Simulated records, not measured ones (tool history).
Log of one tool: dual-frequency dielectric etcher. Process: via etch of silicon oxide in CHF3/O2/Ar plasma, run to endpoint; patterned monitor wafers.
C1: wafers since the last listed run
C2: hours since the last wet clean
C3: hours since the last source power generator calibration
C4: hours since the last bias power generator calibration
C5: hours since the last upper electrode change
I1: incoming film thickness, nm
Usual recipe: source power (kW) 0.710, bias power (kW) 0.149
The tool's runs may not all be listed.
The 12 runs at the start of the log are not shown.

Run 13, hour 573.7: usual settings but bias power (kW) 0.130; C1 171; C2 498.2; C3 3072.0; C4 1721.9; C5 282.3; I1 640.9. Result: endpoint time (s) 318.4.
At hour 627.3: wet clean of the chamber.
Run 14, hour 634.4: usual settings; C1 108; C2 7.1; C3 3132.7; C4 1782.6; C5 343.0; I1 636.3. Result: endpoint time (s) 312.1.
Run 15, hour 660.3: usual settings but source power (kW) 0.750; C1 76; C2 33.0; C3 3158.6; C4 1808.5; C5 368.9; I1 634.6. Result: endpoint time (s) 300.7.
Run 16, hour 708.7: usual settings but bias power (kW) 0.121; C1 143; C2 81.4; C3 3207.0; C4 1856.9; C5 417.3; I1 641.3. Result: endpoint time (s) 347.3.
Run 17, hour 760.1: usual settings but bias power (kW) 0.179; C1 152; C2 132.8; C3 3258.4; C4 1908.3; C5 468.7; I1 630.6. Result: endpoint time (s) 280.9.
Run 18, hour 817.9: usual settings but source power (kW) 0.640, bias power (kW) 0.164; C1 171; C2 190.6; C3 3316.2; C4 1966.1; C5 526.5; I1 639.2. Result: endpoint time (s) 310.6.
Run 19, hour 880.2: usual settings but source power (kW) 0.570, bias power (kW) 0.121; C1 184; C2 252.9; C3 3378.5; C4 2028.4; C5 588.8; I1 636.6. Result: endpoint time (s) 382.1.
Run 20, hour 922.7: usual settings; C1 125; C2 295.4; C3 3421.0; C4 2070.9; C5 631.3; I1 638.7. Result: endpoint time (s) 304.9.
At hour 975.2: bias power generator calibrated.
Run 21, hour 989.7: usual settings but source power (kW) 0.660, bias power (kW) 0.131; C1 186; C2 362.4; C3 3488.0; C4 14.5; C5 698.3; I1 640.9. Result: endpoint time (s) 343.0.
Run 22, hour 1015.1: usual settings but bias power (kW) 0.175; C1 75; C2 387.8; C3 3513.4; C4 39.9; C5 723.7; I1 635.9. Result: endpoint time (s) 287.6.
Run 23, hour 1063.5: usual settings but source power (kW) 0.870, bias power (kW) 0.176; C1 143; C2 436.2; C3 3561.8; C4 88.3; C5 772.1; I1 641.3. Result: endpoint time (s) 258.7.
At hour 1075.3: source power generator calibrated.
Run 24, hour 1103.1: usual settings but source power (kW) 0.600; C1 105; C2 475.8; C3 27.8; C4 127.9; C5 811.7; I1 637.3. Result: endpoint time (s) 335.2.
At hour 1147.4: wet clean of the chamber.
Run 25, hour 1147.9: usual settings; C1 61; C2 0.5; C3 72.6; C4 172.7; C5 856.5; I1 643.1. Result: endpoint time (s) 318.5.
Run 26, hour 1194.6: usual settings but source power (kW) 0.820; C1 138; C2 47.2; C3 119.3; C4 219.4; C5 903.2; I1 638.4. Result: endpoint time (s) 294.8.
Run 27, hour 1228.9: usual settings; C1 101; C2 81.5; C3 153.6; C4 253.7; C5 937.5; I1 645.0. Result: endpoint time (s) 317.0.
Run 28, hour 1299.3: usual settings but source power (kW) 0.560; C1 208; C2 151.9; C3 224.0; C4 324.1; C5 1007.9; I1 640.8. Result: endpoint time (s) 358.7.
Run 29, hour 1364.4: usual settings but source power (kW) 0.780, bias power (kW) 0.132; C1 192; C2 217.0; C3 289.1; C4 389.2; C5 1073.0; I1 640.0. Result: endpoint time (s) 314.6.
Run 30, hour 1410.7: usual settings but bias power (kW) 0.138; C1 137; C2 263.3; C3 335.4; C4 435.5; C5 1119.3; I1 641.0. Result: endpoint time (s) 323.2.
Run 31, hour 1438.8: usual settings but source power (kW) 0.790, bias power (kW) 0.185; C1 83; C2 291.4; C3 363.5; C4 463.6; C5 1147.4; I1 641.6. Result: endpoint time (s) 267.1.
Run 32, hour 1644.8: usual settings; C1 609; C2 497.4; C3 569.5; C4 669.6; C5 1353.4; I1 639.1. Result: endpoint time (s) 303.0.
Run 33, hour 1706.0: usual settings; C1 181; C2 558.6; C3 630.7; C4 730.8; C5 1414.6; I1 644.6. Result: endpoint time (s) 303.0.
At hour 1763.8: wet clean of the chamber.
Run 34, hour 1764.3: usual settings but source power (kW) 0.830, bias power (kW) 0.126; C1 101; C2 0.5; C3 689.0; C4 789.1; C5 1472.9; I1 638.3. Result: endpoint time (s) 312.7.
Run 35, hour 1827.1: usual settings but source power (kW) 0.640, bias power (kW) 0.120; C1 185; C2 63.3; C3 751.8; C4 851.9; C5 1535.7; I1 646.0. Result: endpoint time (s) 367.2.
Run 36, hour 1862.1: usual settings but source power (kW) 0.880, bias power (kW) 0.123; C1 103; C2 98.3; C3 786.8; C4 886.9; C5 1570.7; I1 633.6. Result: endpoint time (s) 300.6.

3 ways to go on from here, each from the tool as it stands after run 36. What would each give?
Run A, hour 1862.6: usual settings but bias power (kW) 0.113; C1 1; C2 98.8; C3 787.3; C4 887.4; C5 1571.2; I1 633.4. Result: endpoint time (s) ?.
Run B, hour 1862.6: usual settings but source power (kW) 0.640, bias power (kW) 0.117; C1 1; C2 98.8; C3 787.3; C4 887.4; C5 1571.2; I1 633.4. Result: endpoint time (s) ?.
Run C, hour 1862.6: usual settings but source power (kW) 0.630, bias power (kW) 0.159; C1 1; C2 98.8; C3 787.3; C4 887.4; C5 1571.2; I1 633.4. Result: endpoint time (s) ?.

run  endpoint time (s)
  A              347.0
  B              360.8
  C              313.7
Take away the tool's hidden state, keep each run's random variation, and the runs would have read:
run  endpoint time (s)
  A              354.1
  B              368.3
  C              320.4
